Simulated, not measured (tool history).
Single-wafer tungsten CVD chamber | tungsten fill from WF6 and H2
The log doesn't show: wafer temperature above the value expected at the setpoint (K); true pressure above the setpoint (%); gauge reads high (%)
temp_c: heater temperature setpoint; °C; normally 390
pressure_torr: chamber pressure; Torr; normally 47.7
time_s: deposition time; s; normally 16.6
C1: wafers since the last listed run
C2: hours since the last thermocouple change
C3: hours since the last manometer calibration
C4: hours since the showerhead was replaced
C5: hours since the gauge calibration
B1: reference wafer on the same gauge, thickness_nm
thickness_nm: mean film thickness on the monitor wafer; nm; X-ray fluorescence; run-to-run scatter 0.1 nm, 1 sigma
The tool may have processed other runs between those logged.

{"run": 1, "day": 0.0, "temp_c": 390, "pressure_torr": 47.7, "time_s": 15.8, "C1": 0, "C2": 1666.7, "C3": 2230.9, "C4": 2652.8, "C5": 170.1, "B1": 35.731, "thickness_nm": 38.879}
{"run": 2, "day": 0.367, "temp_c": 398, "pressure_torr": 47.7, "time_s": 16.6, "C1": 314, "C2": 1675.5, "C3": 2239.7, "C4": 2661.6, "C5": 178.9, "B1": 35.652, "thickness_nm": 48.303}
{"run": 3, "day": 0.617, "temp_c": 398, "pressure_torr": 47.7, "time_s": 16.6, "C1": 214, "C2": 1681.5, "C3": 2245.7, "C4": 2667.6, "C5": 184.9, "B1": 35.723, "thickness_nm": 48.335}
{"run": 4, "day": 1.354, "temp_c": 390, "pressure_torr": 47.7, "time_s": 14.7, "C1": 631, "C2": 1699.2, "C3": 2263.4, "C4": 2685.3, "C5": 202.6, "B1": 35.703, "thickness_nm": 36.1}
{"run": 5, "day": 1.683, "temp_c": 390, "pressure_torr": 47.7, "time_s": 14.7, "C1": 282, "C2": 1707.1, "C3": 2271.3, "C4": 2693.2, "C5": 210.5, "B1": 35.714, "thickness_nm": 36.166}
{"run": 6, "day": 2.096, "temp_c": 390, "pressure_torr": 47.7, "time_s": 14.7, "C1": 353, "C2": 1717.0, "C3": 2281.2, "C4": 2703.1, "C5": 220.4, "B1": 35.662, "thickness_nm": 36.222}
{"run": 7, "day": 2.508, "temp_c": 390, "pressure_torr": 51.9, "time_s": 16.6, "C1": 353, "C2": 1726.9, "C3": 2291.1, "C4": 2713.0, "C5": 230.3, "B1": 35.675, "thickness_nm": 43.287}
{"run": 8, "day": 3.079, "temp_c": 390, "pressure_torr": 51.9, "time_s": 16.6, "C1": 489, "C2": 1740.6, "C3": 2304.8, "C4": 2726.7, "C5": 244.0, "B1": 35.663, "thickness_nm": 43.308}
{"run": 9, "day": 3.712, "temp_c": 390, "pressure_torr": 51.9, "time_s": 16.6, "C1": 542, "C2": 1755.8, "C3": 2320.0, "C4": 2741.9, "C5": 259.2, "B1": 35.701, "thickness_nm": 43.077}
{"run": 10, "day": 4.408, "temp_c": 390, "pressure_torr": 47.7, "time_s": 16.6, "C1": 596, "C2": 1772.5, "C3": 2336.7, "C4": 2758.6, "C5": 275.9, "B1": 35.739, "thickness_nm": 41.163}
{"run": 11, "day": 4.771, "temp_c": 390, "pressure_torr": 47.7, "time_s": 16.6, "C1": 310, "C2": 1781.2, "C3": 2345.4, "C4": 2767.3, "C5": 284.6, "B1": 35.712, "thickness_nm": 41.006}
{"run": 12, "day": 5.404, "temp_c": 390, "pressure_torr": 38.7, "time_s": 15.3, "C1": 542, "C2": 1796.4, "C3": 2360.6, "C4": 2782.5, "C5": 299.8, "B1": 35.743, "thickness_nm": 32.967}
{"day": 5.783, "done": "capacitance manometer re-zeroed and calibrated"}
{"run": 13, "day": 5.804, "temp_c": 380, "pressure_torr": 39.9, "time_s": 16.6, "C1": 57, "C2": 1806.0, "C3": 0.5, "C4": 2792.1, "C5": 309.4, "B1": 35.67, "thickness_nm": 30.861}
{"day": 6.392, "done": "thermocouple changed; heater temperature recalibrated"}
{"run": 14, "day": 6.496, "temp_c": 380, "pressure_torr": 44.5, "time_s": 14.8, "C1": 307, "C2": 2.5, "C3": 17.1, "C4": 2808.7, "C5": 326.0, "B1": 35.719, "thickness_nm": 26.576}
{"run": 15, "day": 7.112, "temp_c": 380, "pressure_torr": 41.6, "time_s": 16.6, "C1": 528, "C2": 17.3, "C3": 31.9, "C4": 2823.5, "C5": 340.8, "B1": 35.696, "thickness_nm": 28.52}
{"run": 16, "day": 7.825, "temp_c": 390, "pressure_torr": 47.7, "time_s": 16.6, "C1": 610, "C2": 34.4, "C3": 49.0, "C4": 2840.6, "C5": 357.9, "B1": 35.708, "thickness_nm": 38.831}
{"day": 8.45, "done": "showerhead replaced"}
{"run": 17, "day": 8.471, "temp_c": 377, "pressure_torr": 52.7, "time_s": 19.3, "C1": 267, "C2": 49.9, "C3": 64.5, "C4": 0.5, "C5": 373.4, "B1": 35.732, "thickness_nm": 36.021}
{"run": 18, "day": 8.892, "temp_c": 390, "pressure_torr": 36.3, "time_s": 17.7, "C1": 360, "C2": 60.0, "C3": 74.6, "C4": 10.6, "C5": 383.5, "B1": 35.697, "thickness_nm": 34.628}
{"day": 8.954, "done": "gauge calibrated"}
{"run": 19, "day": 9.471, "temp_c": 390, "pressure_torr": 47.7, "time_s": 16.6, "C1": 496, "C2": 73.9, "C3": 88.5, "C4": 24.5, "C5": 12.4, "B1": 35.688, "thickness_nm": 39.023}
{"run": 20, "day": 10.875, "temp_c": 405, "pressure_torr": 47.7, "time_s": 15.4, "C1": 1203, "C2": 107.6, "C3": 122.2, "C4": 58.2, "C5": 46.1, "B1": 35.675, "thickness_nm": 49.732}
{"run": 21, "day": 11.133, "temp_c": 401, "pressure_torr": 59.2, "time_s": 16.6, "C1": 221, "C2": 113.8, "C3": 128.4, "C4": 64.4, "C5": 52.3, "B1": 35.681, "thickness_nm": 56.38}
{"run": 22, "day": 11.725, "temp_c": 390, "pressure_torr": 56.0, "time_s": 18.5, "C1": 507, "C2": 128.0, "C3": 142.6, "C4": 78.6, "C5": 66.5, "B1": 35.723, "thickness_nm": 48.119}
{"run": 23, "day": 12.167, "temp_c": 390, "pressure_torr": 58.1, "time_s": 16.6, "C1": 378, "C2": 138.6, "C3": 153.2, "C4": 89.2, "C5": 77.1, "B1": 35.708, "thickness_nm": 43.943}
{"run": 24, "day": 12.688, "temp_c": 390, "pressure_torr": 37.8, "time_s": 14.2, "C1": 446, "C2": 151.1, "C3": 165.7, "C4": 101.7, "C5": 89.6, "B1": 35.696, "thickness_nm": 28.863}
{"run": 25, "day": 12.946, "temp_c": 390, "pressure_torr": 47.7, "time_s": 16.6, "C1": 221, "C2": 157.3, "C3": 171.9, "C4": 107.9, "C5": 95.8, "B1": 35.701, "thickness_nm": 39.29}
{"run": 26, "day": 13.367, "temp_c": 390, "pressure_torr": 47.7, "time_s": 16.6, "C1": 360, "C2": 167.4, "C3": 182.0, "C4": 118.0, "C5": 105.9, "B1": 35.715, "thickness_nm": 39.331}
{"run": 27, "day": 13.892, "temp_c": 402, "pressure_torr": 35.8, "time_s": 15.5, "C1": 449, "C2": 180.0, "C3": 194.6, "C4": 130.6, "C5": 118.5, "B1": 35.679, "thickness_nm": 38.896}
{"run": 28, "day": 14.183, "temp_c": 402, "pressure_torr": 47.7, "time_s": 14.0, "C1": 249, "C2": 187.0, "C3": 201.6, "C4": 137.6, "C5": 125.5, "B1": 35.711, "thickness_nm": 42.626}
{"run": 29, "day": 14.658, "temp_c": 397, "pressure_torr": 47.7, "time_s": 16.6, "C1": 407, "C2": 198.4, "C3": 213.0, "C4": 149.0, "C5": 136.9, "B1": 35.698, "thickness_nm": 45.798}
{"run": 30, "day": 14.95, "temp_c": 390, "pressure_torr": 47.7, "time_s": 16.6, "C1": 249, "C2": 205.4, "C3": 220.0, "C4": 156.0, "C5": 143.9, "B1": 35.701, "thickness_nm": 39.33}
{"run": 31, "day": 15.292, "temp_c": 380, "pressure_torr": 39.9, "time_s": 16.6, "C1": 292, "C2": 213.6, "C3": 228.2, "C4": 164.2, "C5": 152.1, "B1": 35.697, "thickness_nm": 27.816}
{"run": 32, "day": 16.025, "temp_c": 383, "pressure_torr": 44.2, "time_s": 17.9, "C1": 628, "C2": 231.2, "C3": 245.8, "C4": 181.8, "C5": 169.7, "B1": 35.654, "thickness_nm": 34.683}
{"run": 33, "day": 16.692, "temp_c": 390, "pressure_torr": 47.7, "time_s": 15.8, "C1": 571, "C2": 247.2, "C3": 261.8, "C4": 197.8, "C5": 185.7, "B1": 35.683, "thickness_nm": 37.56}

Each row is a separate what-if for the run after 33, all from the same tool condition, not one after another. Results?
{"run": "A", "day": 16.708, "temp_c": 390, "pressure_torr": 47.7, "time_s": 16.6, "C1": 14, "C2": 247.6, "C3": 262.2, "C4": 198.2, "C5": 186.1, "B1": "?", "thickness_nm": "?"}
{"run": "B", "day": 16.708, "temp_c": 383, "pressure_torr": 58.8, "time_s": 14.1, "C1": 14, "C2": 247.6, "C3": 262.2, "C4": 198.2, "C5": 186.1, "B1": "?", "thickness_nm": "?"}
{"run": "C", "day": 16.708, "temp_c": 381, "pressure_torr": 47.7, "time_s": 16.6, "C1": 14, "C2": 247.6, "C3": 262.2, "C4": 198.2, "C5": 186.1, "B1": "?", "thickness_nm": "?"}
{"run": "D", "day": 16.708, "temp_c": 403, "pressure_torr": 56.1, "time_s": 16.6, "C1": 14, "C2": 247.6, "C3": 262.2, "C4": 198.2, "C5": 186.1, "B1": "?", "thickness_nm": "?"}
{"run": "E", "day": 16.708, "temp_c": 382, "pressure_torr": 42.3, "time_s": 17.7, "C1": 14, "C2": 247.6, "C3": 262.2, "C4": 198.2, "C5": 186.1, "B1": "?", "thickness_nm": "?"}

run=A B1=35.650 thickness_nm=39.380
run=B B1=35.650 thickness_nm=32.348
run=C B1=35.650 thickness_nm=32.171
run=D B1=35.650 thickness_nm=56.930
run=E B1=35.650 thickness_nm=32.493
With no hidden state in the tool, these same runs would have given:
run=A thickness_nm=38.771
run=B thickness_nm=31.799
run=C thickness_nm=31.626
run=D thickness_nm=56.146
run=E thickness_nm=31.952
